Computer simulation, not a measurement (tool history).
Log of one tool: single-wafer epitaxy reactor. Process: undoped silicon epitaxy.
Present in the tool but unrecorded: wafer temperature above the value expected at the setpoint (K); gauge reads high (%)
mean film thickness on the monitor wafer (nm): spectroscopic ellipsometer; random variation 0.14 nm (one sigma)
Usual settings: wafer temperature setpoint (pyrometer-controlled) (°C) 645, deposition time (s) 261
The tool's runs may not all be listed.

run,hour,wafer temperature setpoint (pyrometer-controlled) (°C),deposition time (s),wafers since the last listed run,hours since the last pyrometer calibration,hours since the gauge calibration,"read-back reference wafer on the same gauge, thickness_nm",mean film thickness on the monitor wafer (nm)
1,0.0,635,261,0,1740.2,160.8,41.690,27.065
2,33.4,635,261,300,1773.6,194.2,41.622,27.007
3,69.3,645,261,323,1809.5,230.1,41.749,34.771
4,89.2,645,261,179,1829.4,250.0,41.675,34.913
5,112.5,645,261,209,1852.7,273.3,41.680,34.758
# hour 131.2: pyrometer calibrated
6,145.9,645,261,228,14.7,306.7,41.717,40.079
7,164.9,645,261,170,33.7,325.7,41.682,39.867
# hour 180.2: gauge calibrated
8,185.8,645,261,188,54.6,5.6,41.727,39.780
9,212.3,650,240,238,81.1,32.1,41.667,41.258
10,225.0,645,261,114,93.8,44.8,41.658,39.521
11,254.5,645,283,265,123.3,74.3,41.708,42.540
12,274.5,656,309,179,143.3,94.3,41.693,60.766
13,296.0,635,261,193,164.8,115.8,41.693,30.094
14,319.1,636,219,207,187.9,138.9,41.753,25.875
15,334.7,630,285,140,203.5,154.5,41.654,28.823

3 ways to go on from here, each from the tool as it stands after run 15. What would each give?
A,335.2,652,261,4,204.0,155.0,?,?
B,335.2,656,261,4,204.0,155.0,?,?
C,335.2,635,310,4,204.0,155.0,?,?

run,"read-back reference wafer on the same gauge, thickness_nm",mean film thickness on the monitor wafer (nm)
A,41.673,46.247
B,41.673,51.035
C,41.673,35.740
Without the tool's unlogged condition, the same runs would have read:
run,mean film thickness on the monitor wafer (nm)
A,47.622
B,52.537
C,36.849
